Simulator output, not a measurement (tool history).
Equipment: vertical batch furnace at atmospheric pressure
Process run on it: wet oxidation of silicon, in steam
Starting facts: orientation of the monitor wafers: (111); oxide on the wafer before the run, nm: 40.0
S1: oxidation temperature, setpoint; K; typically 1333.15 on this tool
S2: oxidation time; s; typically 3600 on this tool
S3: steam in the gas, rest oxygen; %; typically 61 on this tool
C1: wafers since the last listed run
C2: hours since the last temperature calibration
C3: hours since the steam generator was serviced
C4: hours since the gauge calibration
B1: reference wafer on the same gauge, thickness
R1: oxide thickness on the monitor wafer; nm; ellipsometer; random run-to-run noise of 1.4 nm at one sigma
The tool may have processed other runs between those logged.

{"run": 1, "hour": 0.0, "S1": 1333.15, "S2": 3600, "S3": 61, "C1": 0, "C2": 1973.6, "C3": 611.7, "C4": 2275.9, "B1": 489.17, "R1": 454.3}
{"run": 2, "hour": 94.4, "S1": 1333.15, "S2": 3600, "S3": 61, "C1": 847, "C2": 2068.0, "C3": 706.1, "C4": 2370.3, "B1": 488.34, "R1": 451.64}
{"run": 3, "hour": 175.1, "S1": 1333.15, "S2": 3600, "S3": 61, "C1": 724, "C2": 2148.7, "C3": 786.8, "C4": 2451.0, "B1": 488.99, "R1": 451.63}
{"run": 4, "hour": 274.6, "S1": 1333.15, "S2": 3600, "S3": 61, "C1": 893, "C2": 2248.2, "C3": 886.3, "C4": 2550.5, "B1": 488.84, "R1": 453.29}
{"run": 5, "hour": 361.2, "S1": 1333.15, "S2": 3600, "S3": 61, "C1": 777, "C2": 2334.8, "C3": 972.9, "C4": 2637.1, "B1": 488.92, "R1": 453.0}
{"run": 6, "hour": 403.3, "S1": 1333.15, "S2": 3600, "S3": 61, "C1": 377, "C2": 2376.9, "C3": 1015.0, "C4": 2679.2, "B1": 488.11, "R1": 452.63}
{"run": 7, "hour": 506.6, "S1": 1333.15, "S2": 3600, "S3": 61, "C1": 927, "C2": 2480.2, "C3": 1118.3, "C4": 2782.5, "B1": 489.2, "R1": 455.98}
{"run": 8, "hour": 555.6, "S1": 1333.15, "S2": 3600, "S3": 61, "C1": 439, "C2": 2529.2, "C3": 1167.3, "C4": 2831.5, "B1": 489.31, "R1": 452.2}
{"run": 9, "hour": 635.6, "S1": 1333.15, "S2": 3600, "S3": 61, "C1": 718, "C2": 2609.2, "C3": 1247.3, "C4": 2911.5, "B1": 489.55, "R1": 457.43}
{"hour": 701.8, "done": "steam generator serviced"}
{"run": 10, "hour": 711.1, "S1": 1333.15, "S2": 3600, "S3": 61, "C1": 462, "C2": 2684.7, "C3": 9.3, "C4": 2987.0, "B1": 489.3, "R1": 456.0}
{"run": 11, "hour": 782.5, "S1": 1333.15, "S2": 3600, "S3": 61, "C1": 641, "C2": 2756.1, "C3": 80.7, "C4": 3058.4, "B1": 488.81, "R1": 455.84}
{"hour": 799.5, "done": "gauge calibrated"}
{"run": 12, "hour": 870.6, "S1": 1333.15, "S2": 3600, "S3": 61, "C1": 790, "C2": 2844.2, "C3": 168.8, "C4": 71.1, "B1": 488.47, "R1": 457.36}
{"run": 13, "hour": 963.4, "S1": 1333.15, "S2": 3600, "S3": 61, "C1": 833, "C2": 2937.0, "C3": 261.6, "C4": 163.9, "B1": 489.23, "R1": 456.96}
{"run": 14, "hour": 1020.0, "S1": 1333.15, "S2": 3600, "S3": 61, "C1": 508, "C2": 2993.6, "C3": 318.2, "C4": 220.5, "B1": 489.06, "R1": 455.54}
{"run": 15, "hour": 1058.3, "S1": 1333.15, "S2": 3600, "S3": 61, "C1": 343, "C2": 3031.9, "C3": 356.5, "C4": 258.8, "B1": 488.65, "R1": 456.52}
{"run": 16, "hour": 1106.2, "S1": 1333.15, "S2": 3600, "S3": 61, "C1": 430, "C2": 3079.8, "C3": 404.4, "C4": 306.7, "B1": 488.9, "R1": 455.78}
{"run": 17, "hour": 1193.4, "S1": 1333.15, "S2": 3600, "S3": 61, "C1": 782, "C2": 3167.0, "C3": 491.6, "C4": 393.9, "B1": 487.99, "R1": 456.77}
{"run": 18, "hour": 1248.1, "S1": 1333.15, "S2": 3600, "S3": 61, "C1": 491, "C2": 3221.7, "C3": 546.3, "C4": 448.6, "B1": 488.9, "R1": 455.51}
{"run": 19, "hour": 1351.7, "S1": 1333.15, "S2": 3600, "S3": 61, "C1": 930, "C2": 3325.3, "C3": 649.9, "C4": 552.2, "B1": 489.28, "R1": 457.57}
{"run": 20, "hour": 1417.8, "S1": 1333.15, "S2": 2460, "S3": 51, "C1": 593, "C2": 3391.4, "C3": 716.0, "C4": 618.3, "B1": 489.43, "R1": 335.02}
{"run": 21, "hour": 1508.5, "S1": 1346.15, "S2": 3030, "S3": 55, "C1": 814, "C2": 3482.1, "C3": 806.7, "C4": 709.0, "B1": 489.41, "R1": 414.58}
{"run": 22, "hour": 1593.5, "S1": 1333.15, "S2": 4110, "S3": 55, "C1": 763, "C2": 3567.1, "C3": 891.7, "C4": 794.0, "B1": 489.29, "R1": 466.23}
{"hour": 1622.2, "done": "thermocouples replaced and temperature profile calibrated"}
{"run": 23, "hour": 1640.8, "S1": 1322.15, "S2": 3600, "S3": 64, "C1": 209, "C2": 18.6, "C3": 939.0, "C4": 841.3, "B1": 489.51, "R1": 443.52}
{"run": 24, "hour": 1682.3, "S1": 1333.15, "S2": 3600, "S3": 61, "C1": 372, "C2": 60.1, "C3": 980.5, "C4": 882.8, "B1": 488.97, "R1": 449.97}
{"run": 25, "hour": 1748.0, "S1": 1341.15, "S2": 2550, "S3": 68, "C1": 589, "C2": 125.8, "C3": 1046.2, "C4": 948.5, "B1": 489.32, "R1": 406.11}
{"run": 26, "hour": 1793.0, "S1": 1333.15, "S2": 2130, "S3": 57, "C1": 404, "C2": 170.8, "C3": 1091.2, "C4": 993.5, "B1": 489.09, "R1": 326.05}
{"run": 27, "hour": 1868.3, "S1": 1333.15, "S2": 3600, "S3": 64, "C1": 676, "C2": 246.1, "C3": 1166.5, "C4": 1068.8, "B1": 488.51, "R1": 463.21}
{"hour": 1927.8, "done": "steam generator serviced"}
{"run": 28, "hour": 1928.3, "S1": 1333.15, "S2": 3600, "S3": 61, "C1": 323, "C2": 306.1, "C3": 0.5, "C4": 1128.8, "B1": 489.58, "R1": 451.47}
{"run": 29, "hour": 1979.1, "S1": 1333.15, "S2": 3600, "S3": 61, "C1": 456, "C2": 356.9, "C3": 51.3, "C4": 1179.6, "B1": 488.68, "R1": 454.08}
{"run": 30, "hour": 2066.1, "S1": 1314.15, "S2": 4410, "S3": 71, "C1": 781, "C2": 443.9, "C3": 138.3, "C4": 1266.6, "B1": 488.77, "R1": 509.23}
{"run": 31, "hour": 2159.3, "S1": 1333.15, "S2": 3600, "S3": 50, "C1": 836, "C2": 537.1, "C3": 231.5, "C4": 1359.8, "B1": 489.09, "R1": 405.87}
{"run": 32, "hour": 2225.6, "S1": 1311.15, "S2": 2400, "S3": 61, "C1": 595, "C2": 603.4, "C3": 297.8, "C4": 1426.1, "B1": 489.0, "R1": 325.17}
{"run": 33, "hour": 2330.8, "S1": 1333.15, "S2": 4320, "S3": 50, "C1": 944, "C2": 708.6, "C3": 403.0, "C4": 1531.3, "B1": 488.91, "R1": 447.05}
{"run": 34, "hour": 2383.6, "S1": 1333.15, "S2": 2730, "S3": 61, "C1": 474, "C2": 761.4, "C3": 455.8, "C4": 1584.1, "B1": 489.33, "R1": 388.26}
{"run": 35, "hour": 2478.2, "S1": 1333.15, "S2": 4140, "S3": 61, "C1": 849, "C2": 856.0, "C3": 550.4, "C4": 1678.7, "B1": 488.91, "R1": 484.85}
{"run": 36, "hour": 2554.4, "S1": 1333.15, "S2": 3600, "S3": 51, "C1": 684, "C2": 932.2, "C3": 626.6, "C4": 1754.9, "B1": 489.44, "R1": 409.6}
{"run": 37, "hour": 2603.9, "S1": 1333.15, "S2": 3600, "S3": 53, "C1": 444, "C2": 981.7, "C3": 676.1, "C4": 1804.4, "B1": 488.56, "R1": 418.42}
{"run": 38, "hour": 2661.4, "S1": 1333.15, "S2": 3600, "S3": 64, "C1": 516, "C2": 1039.2, "C3": 733.6, "C4": 1861.9, "B1": 489.39, "R1": 466.23}

Hidden condition of the tool, last listed run before each entry between runs versus first listed run after:
Runs 9 to 10: steam generator serviced (hour 701.8)
  true tube temperature minus thermocouple reading, K: 2.31 -> 2.44
  measured less the result without the state, R1: +4.32 -> +4.54 nm
Runs 11 to 12: gauge calibrated (hour 799.5)
  true tube temperature minus thermocouple reading, K: 2.57 -> 2.73
  measured less the result without the state, R1: +4.77 -> +5.09 nm
Runs 22 to 23: thermocouples replaced and temperature profile calibrated (hour 1622.2)
  true tube temperature minus thermocouple reading, K: 4.25 -> 0.488
  measured less the result without the state, R1: +8.00 -> +0.92 nm
Runs 27 to 28: steam generator serviced (hour 1927.8)
  true tube temperature minus thermocouple reading, K: 0.507 -> 0.518
  measured less the result without the state, R1: +0.96 -> +0.96 nm

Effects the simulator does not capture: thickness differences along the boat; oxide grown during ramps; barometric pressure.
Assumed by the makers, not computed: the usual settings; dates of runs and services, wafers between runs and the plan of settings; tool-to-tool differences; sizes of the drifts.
